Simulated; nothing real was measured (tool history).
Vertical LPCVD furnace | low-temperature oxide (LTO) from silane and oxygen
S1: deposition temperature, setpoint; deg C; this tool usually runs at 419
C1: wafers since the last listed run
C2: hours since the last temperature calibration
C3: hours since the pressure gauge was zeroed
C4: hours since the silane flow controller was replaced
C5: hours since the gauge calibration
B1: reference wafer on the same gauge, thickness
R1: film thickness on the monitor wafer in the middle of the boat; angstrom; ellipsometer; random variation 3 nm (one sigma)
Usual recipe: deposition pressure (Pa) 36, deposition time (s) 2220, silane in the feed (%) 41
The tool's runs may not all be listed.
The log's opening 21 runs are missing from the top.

Run 22, day 21.108: usual settings but S1 411 deg C, deposition time (s) 3060; C1 350; C2 413.3; C3 265.4; C4 347.3; C5 199.4; B1 536.12. Result: R1 7126.2 angstrom.
Run 23, day 22.546: usual settings but deposition pressure (Pa) 42, silane in the feed (%) 47; C1 481; C2 447.8; C3 299.9; C4 381.8; C5 233.9; B1 536.43. Result: R1 7401.3 angstrom.
Run 24, day 23.35: usual settings; C1 269; C2 467.1; C3 319.2; C4 401.1; C5 253.2; B1 536.39. Result: R1 5577.3 angstrom.
Run 25, day 24.4: usual settings but S1 422 deg C, deposition pressure (Pa) 30, deposition time (s) 1680, silane in the feed (%) 45; C1 351; C2 492.3; C3 344.4; C4 426.3; C5 278.4; B1 537.11. Result: R1 3954 angstrom.
Run 26, day 25.8: usual settings; C1 469; C2 525.9; C3 378; C4 459.9; C5 312; B1 537.81. Result: R1 5589.8 angstrom.
Run 27, day 26.883: usual settings but S1 429 deg C, deposition pressure (Pa) 41.3, deposition time (s) 1980, silane in the feed (%) 48; C1 363; C2 551.9; C3 404; C4 485.9; C5 338; B1 535.79. Result: R1 7309.3 angstrom.
Run 28, day 31.229: usual settings but S1 426 deg C, silane in the feed (%) 48; C1 1456; C2 656.2; C3 508.3; C4 590.2; C5 442.3; B1 536.94. Result: R1 6949.6 angstrom.
Run 29, day 32.629: usual settings but S1 423 deg C, deposition time (s) 2940; C1 469; C2 689.8; C3 541.9; C4 623.8; C5 475.9; B1 536.43. Result: R1 7685.4 angstrom.
Run 30, day 33.358: usual settings but deposition time (s) 1380; C1 244; C2 707.3; C3 559.4; C4 641.3; C5 493.4; B1 535.96. Result: R1 3500.6 angstrom.
Run 31, day 34.679: usual settings but S1 428 deg C, deposition pressure (Pa) 32, deposition time (s) 1710, silane in the feed (%) 49; C1 442; C2 739; C3 591.1; C4 673; C5 525.1; B1 537.17. Result: R1 4900.7 angstrom.

Consider 4 possible next runs. They are alternatives, not a sequence: every one starts from the tool as it was left by run 31. What does each give?
Run A, day 34.875: usual settings; C1 65; C2 743.7; C3 595.8; C4 677.7; C5 529.8; B1 ?. Result: R1 ?.
Run B, day 34.875: usual settings but S1 425 deg C, deposition pressure (Pa) 28, deposition time (s) 2700; C1 65; C2 743.7; C3 595.8; C4 677.7; C5 529.8; B1 ?. Result: R1 ?.
Run C, day 34.875: usual settings but deposition time (s) 3060, silane in the feed (%) 38; C1 65; C2 743.7; C3 595.8; C4 677.7; C5 529.8; B1 ?. Result: R1 ?.
Run D, day 34.875: usual settings but S1 429 deg C, silane in the feed (%) 37; C1 65; C2 743.7; C3 595.8; C4 677.7; C5 529.8; B1 ?. Result: R1 ?.

run      B1      R1
  A  535.89  5640.1
  B  535.89  5662.7
  C  535.89  7132.6
  D  535.89    5549
With the hidden condition removed and each run's random variation left untouched, the same runs would have given:
run      R1
  A  5472.1
  B  5497.8
  C  6915.1
  D  5384.7

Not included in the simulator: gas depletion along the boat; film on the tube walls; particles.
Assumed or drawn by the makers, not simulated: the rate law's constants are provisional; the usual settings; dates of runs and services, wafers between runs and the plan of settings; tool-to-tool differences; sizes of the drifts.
